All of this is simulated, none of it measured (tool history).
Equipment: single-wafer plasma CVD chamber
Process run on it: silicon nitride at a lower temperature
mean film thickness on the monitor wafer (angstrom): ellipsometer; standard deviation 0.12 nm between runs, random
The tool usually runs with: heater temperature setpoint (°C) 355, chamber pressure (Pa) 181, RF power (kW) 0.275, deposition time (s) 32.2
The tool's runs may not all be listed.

run,hour,heater temperature setpoint (°C),chamber pressure (Pa),RF power (kW),deposition time (s),wafers since the last listed run,hours since the last thermocouple change,hours since the last RF generator calibration,hours since the last manometer calibration,hours since the showerhead was replaced,hours since the gauge calibration,"read-back reference wafer on the same gauge, thickness_nm",mean film thickness on the monitor wafer (angstrom)
1,0.0,355,181,0.275,32.2,0,850.2,1625.6,980.6,5448.0,569.0,40.663,359.71
2,17.2,355,181,0.275,32.2,262,867.4,1642.8,997.8,5465.2,586.2,40.703,359.19
3,48.3,355,181,0.275,32.2,475,898.5,1673.9,1028.9,5496.3,617.3,40.672,357.54
4,77.2,355,181,0.275,32.2,441,927.4,1702.8,1057.8,5525.2,646.2,40.708,357.62
5,110.9,348,181,0.290,32.2,515,961.1,1736.5,1091.5,5558.9,679.9,40.701,378.04
6,146.9,355,181,0.275,32.2,550,997.1,1772.5,1127.5,5594.9,715.9,40.690,356.64
7,173.0,355,181,0.275,32.2,399,1023.2,1798.6,1153.6,5621.0,742.0,40.720,356.81
8,185.7,355,181,0.240,32.2,194,1035.9,1811.3,1166.3,5633.7,754.7,40.686,309.74
9,205.9,355,181,0.240,32.2,308,1056.1,1831.5,1186.5,5653.9,774.9,40.683,309.35
10,290.8,355,181,0.275,32.2,1298,1141.0,1916.4,1271.4,5738.8,859.8,40.691,355.24
11,315.6,355,181,0.305,32.2,379,1165.8,1941.2,1296.2,5763.6,884.6,40.684,393.50
# hour 335.4: showerhead replaced
12,335.9,355,181,0.275,32.2,188,1186.1,1961.5,1316.5,0.5,904.9,40.725,354.94
# hour 353.0: thermocouple changed; heater temperature recalibrated
13,369.1,350,181,0.325,32.2,385,16.1,1994.7,1349.7,33.7,938.1,40.713,415.50
# hour 372.9: gauge calibrated
14,390.6,369,197,0.325,34.4,328,37.6,2016.2,1371.2,55.2,17.7,40.743,453.69
15,426.1,350,181,0.275,34.8,542,73.1,2051.7,1406.7,90.7,53.2,40.703,385.00
# hour 456.4: capacitance manometer re-zeroed and calibrated
16,456.9,355,223,0.235,30.1,348,103.9,2082.5,0.5,121.5,84.0,40.713,301.20
17,521.3,355,181,0.275,32.2,984,168.3,2146.9,64.9,185.9,148.4,40.709,356.03
18,541.1,344,181,0.275,32.2,302,188.1,2166.7,84.7,205.7,168.2,40.693,355.61
# hour 562.7: RF generator calibrated
19,563.2,355,181,0.275,32.2,215,210.2,0.5,106.8,227.8,190.3,40.693,370.81
20,586.6,355,181,0.275,29.8,357,233.6,23.9,130.2,251.2,213.7,40.685,341.90
21,612.4,348,139,0.275,32.2,394,259.4,49.7,156.0,277.0,239.5,40.694,336.49
22,636.2,355,181,0.275,26.1,363,283.2,73.5,179.8,300.8,263.3,40.696,299.49
23,648.5,340,181,0.275,32.2,188,295.5,85.8,192.1,313.1,275.6,40.650,370.36
24,679.7,348,181,0.275,29.1,477,326.7,117.0,223.3,344.3,306.8,40.679,333.07
25,698.0,355,181,0.275,32.2,279,345.0,135.3,241.6,362.6,325.1,40.688,369.68
26,728.8,362,181,0.300,32.2,470,375.8,166.1,272.4,393.4,355.9,40.687,399.91
27,764.1,355,163,0.275,32.2,539,411.1,201.4,307.7,428.7,391.2,40.715,354.30
28,799.8,355,139,0.275,32.2,545,446.8,237.1,343.4,464.4,426.9,40.686,333.66

Hidden condition of the tool, last listed run before each entry between runs versus first listed run after:
In the gap between runs 11 and 12: showerhead replaced (hour 335.4)
  delivered RF power above the setpoint (%): -4.39 -> -4.43
  the result without the hidden state subtracted from the measured one, mean film thickness on the monitor wafer (angstrom): -17.02 -> -16.39
In the gap between runs 12 and 13: thermocouple changed; heater temperature recalibrated (hour 353.0)
  delivered RF power above the setpoint (%): -4.43 -> -4.49
  the result without the hidden state subtracted from the measured one, mean film thickness on the monitor wafer (angstrom): -16.39 -> -17.84
In the gap between runs 13 and 14: gauge calibrated (hour 372.9)
  delivered RF power above the setpoint (%): -4.49 -> -4.53
  the result without the hidden state subtracted from the measured one, mean film thickness on the monitor wafer (angstrom): -17.84 -> -19.68
In the gap between runs 15 and 16: capacitance manometer re-zeroed and calibrated (hour 456.4)
  delivered RF power above the setpoint (%): -4.6 -> -4.66
  the result without the hidden state subtracted from the measured one, mean film thickness on the monitor wafer (angstrom): -18.50 -> -15.47
In the gap between runs 18 and 19: RF generator calibrated (hour 562.7)
  delivered RF power above the setpoint (%): -4.82 -> -0.628
  the result without the hidden state subtracted from the measured one, mean film thickness on the monitor wafer (angstrom): -17.96 -> -2.25
